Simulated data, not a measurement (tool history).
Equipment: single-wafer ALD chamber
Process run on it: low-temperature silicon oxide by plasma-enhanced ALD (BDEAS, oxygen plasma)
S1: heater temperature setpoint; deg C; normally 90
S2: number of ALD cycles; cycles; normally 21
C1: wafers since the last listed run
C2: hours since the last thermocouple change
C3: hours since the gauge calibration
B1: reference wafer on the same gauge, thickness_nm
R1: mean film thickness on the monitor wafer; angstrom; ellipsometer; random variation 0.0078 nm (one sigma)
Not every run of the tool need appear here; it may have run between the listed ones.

{"run": 1, "hour": 0.0, "S1": 86, "S2": 21, "C1": 0, "C2": 702.2, "C3": 6.8, "B1": 2.728, "R1": 32.43}
{"run": 2, "hour": 17.9, "S1": 86, "S2": 21, "C1": 179, "C2": 720.1, "C3": 24.7, "B1": 2.73, "R1": 32.44}
{"run": 3, "hour": 40.7, "S1": 86, "S2": 21, "C1": 229, "C2": 742.9, "C3": 47.5, "B1": 2.73, "R1": 32.47}
{"run": 4, "hour": 69.4, "S1": 96, "S2": 19, "C1": 288, "C2": 771.6, "C3": 76.2, "B1": 2.731, "R1": 28.31}
{"run": 5, "hour": 92.7, "S1": 96, "S2": 19, "C1": 234, "C2": 794.9, "C3": 99.5, "B1": 2.729, "R1": 28.38}
{"run": 6, "hour": 125.1, "S1": 96, "S2": 19, "C1": 325, "C2": 827.3, "C3": 131.9, "B1": 2.729, "R1": 28.4}
{"run": 7, "hour": 158.3, "S1": 93, "S2": 21, "C1": 333, "C2": 860.5, "C3": 165.1, "B1": 2.73, "R1": 31.62}
{"run": 8, "hour": 173.0, "S1": 93, "S2": 21, "C1": 147, "C2": 875.2, "C3": 179.8, "B1": 2.73, "R1": 31.65}
{"run": 9, "hour": 186.9, "S1": 93, "S2": 21, "C1": 139, "C2": 889.1, "C3": 193.7, "B1": 2.73, "R1": 31.8}
{"run": 10, "hour": 221.1, "S1": 90, "S2": 18, "C1": 343, "C2": 923.3, "C3": 227.9, "B1": 2.729, "R1": 27.53}
{"run": 11, "hour": 242.4, "S1": 80, "S2": 24, "C1": 214, "C2": 944.6, "C3": 249.2, "B1": 2.727, "R1": 38.14}
{"hour": 264.1, "done": "thermocouple changed; heater temperature recalibrated"}
{"run": 12, "hour": 270.7, "S1": 96, "S2": 24, "C1": 204, "C2": 6.6, "C3": 277.5, "B1": 2.73, "R1": 34.88}
{"run": 13, "hour": 286.2, "S1": 99, "S2": 19, "C1": 155, "C2": 22.1, "C3": 293, "B1": 2.729, "R1": 27.14}
{"hour": 309.0, "done": "gauge calibrated"}
{"run": 14, "hour": 309.7, "S1": 90, "S2": 21, "C1": 236, "C2": 45.6, "C3": 0.7, "B1": 2.731, "R1": 31.29}
{"run": 15, "hour": 324.1, "S1": 79, "S2": 24, "C1": 144, "C2": 60, "C3": 15.1, "B1": 2.729, "R1": 37.26}
{"run": 16, "hour": 339.4, "S1": 103, "S2": 21, "C1": 153, "C2": 75.3, "C3": 30.4, "B1": 2.73, "R1": 29.91}
{"run": 17, "hour": 373.1, "S1": 99, "S2": 24, "C1": 338, "C2": 109, "C3": 64.1, "B1": 2.733, "R1": 34.65}
{"run": 18, "hour": 386.7, "S1": 81, "S2": 24, "C1": 136, "C2": 122.6, "C3": 77.7, "B1": 2.73, "R1": 37.22}
{"run": 19, "hour": 399.2, "S1": 99, "S2": 24, "C1": 125, "C2": 135.1, "C3": 90.2, "B1": 2.731, "R1": 34.59}
{"run": 20, "hour": 431.8, "S1": 82, "S2": 21, "C1": 327, "C2": 167.7, "C3": 122.8, "B1": 2.732, "R1": 32.4}

Below, some changes in R1 between adjacent runs. For each, the amount present without the hidden state too (settings, incoming material, random variation) and the amount remaining for the hidden state with gauge scatter not shared by both compared results:
Hidden conditions of the tool in this case: wafer temperature above the value expected at the setpoint (K); gauge reads high (%).
Run 10 -> 11: S1 90 -> 80, S2 18 -> 24. R1 +10.61 angstrom: hidden state +0.25, all else +10.36.
Run 11 -> 12: S1 80 -> 96, thermocouple changed; heater temperature recalibrated. R1 -3.26 angstrom: hidden state -1.1, all else -2.16.
Run 12 -> 13: S1 96 -> 99, S2 24 -> 19. R1 -7.74 angstrom: hidden state +0.09, all else -7.83.
